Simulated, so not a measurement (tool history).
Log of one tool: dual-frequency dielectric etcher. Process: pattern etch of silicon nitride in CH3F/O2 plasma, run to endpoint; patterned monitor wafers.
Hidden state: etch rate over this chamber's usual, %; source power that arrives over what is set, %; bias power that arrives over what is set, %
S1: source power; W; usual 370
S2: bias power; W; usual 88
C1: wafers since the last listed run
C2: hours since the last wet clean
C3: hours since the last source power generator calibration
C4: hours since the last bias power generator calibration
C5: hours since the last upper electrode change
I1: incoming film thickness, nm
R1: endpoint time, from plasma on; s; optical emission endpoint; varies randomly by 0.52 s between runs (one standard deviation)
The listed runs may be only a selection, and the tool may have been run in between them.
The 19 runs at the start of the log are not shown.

run,hour,S1,S2,C1,C2,C3,C4,C5,I1,R1
20,202.9,290,88,2,0.9,98.5,168.5,44.2,81.7,98.7
21,207.5,300,102,34,5.5,103.1,173.1,48.8,82.5,92.7
22,222.8,400,67,113,20.8,118.4,188.4,64.1,81.8,101.9
23,238.1,370,88,113,36.1,133.7,203.7,79.4,81.9,94.2
24,244.3,340,88,45,42.3,139.9,209.9,85.6,81.4,94.5
25,254.2,370,107,73,52.2,149.8,219.8,95.5,82.1,87.2
26,268.2,280,82,103,66.2,163.8,233.8,109.5,80.9,101.1
27,284.9,340,95,123,82.9,180.5,250.5,126.2,82,92.2
28,293.7,430,80,65,91.7,189.3,259.3,135,81.9,95.3
29,300.7,370,66,51,98.7,196.3,266.3,142,81.4,104.4
30,315.8,460,102,111,113.8,211.4,281.4,157.1,82.1,83.6
31,327.2,310,97,84,125.2,222.8,292.8,168.5,81.4,92.5
32,342,370,88,109,140,237.6,307.6,183.3,81.8,92.9
33,348.3,320,88,46,146.3,243.9,313.9,189.6,81.5,95.9
34,359.3,330,68,81,157.3,254.9,324.9,200.6,81.6,107.1
35,376.2,320,74,125,174.2,271.8,341.8,217.5,81.8,102.8
36,390.8,370,88,108,188.8,286.4,356.4,232.1,81.8,93.5
37,401.1,330,73,76,199.1,296.7,366.7,242.4,81.8,104

What if the next run were any one of these 3? Each begins from the tool's condition after run 37:
A,401.6,370,76,3,199.6,297.2,367.2,242.9,82.6,?
B,401.6,440,110,3,199.6,297.2,367.2,242.9,82.6,?
C,401.6,300,107,3,199.6,297.2,367.2,242.9,82.6,?

run,R1
A,99.9
B,82.5
C,90.5
Stripped of hidden state, with their random variation kept, the same runs would have yielded:
run,R1
A,99.9
B,82.5
C,90.5
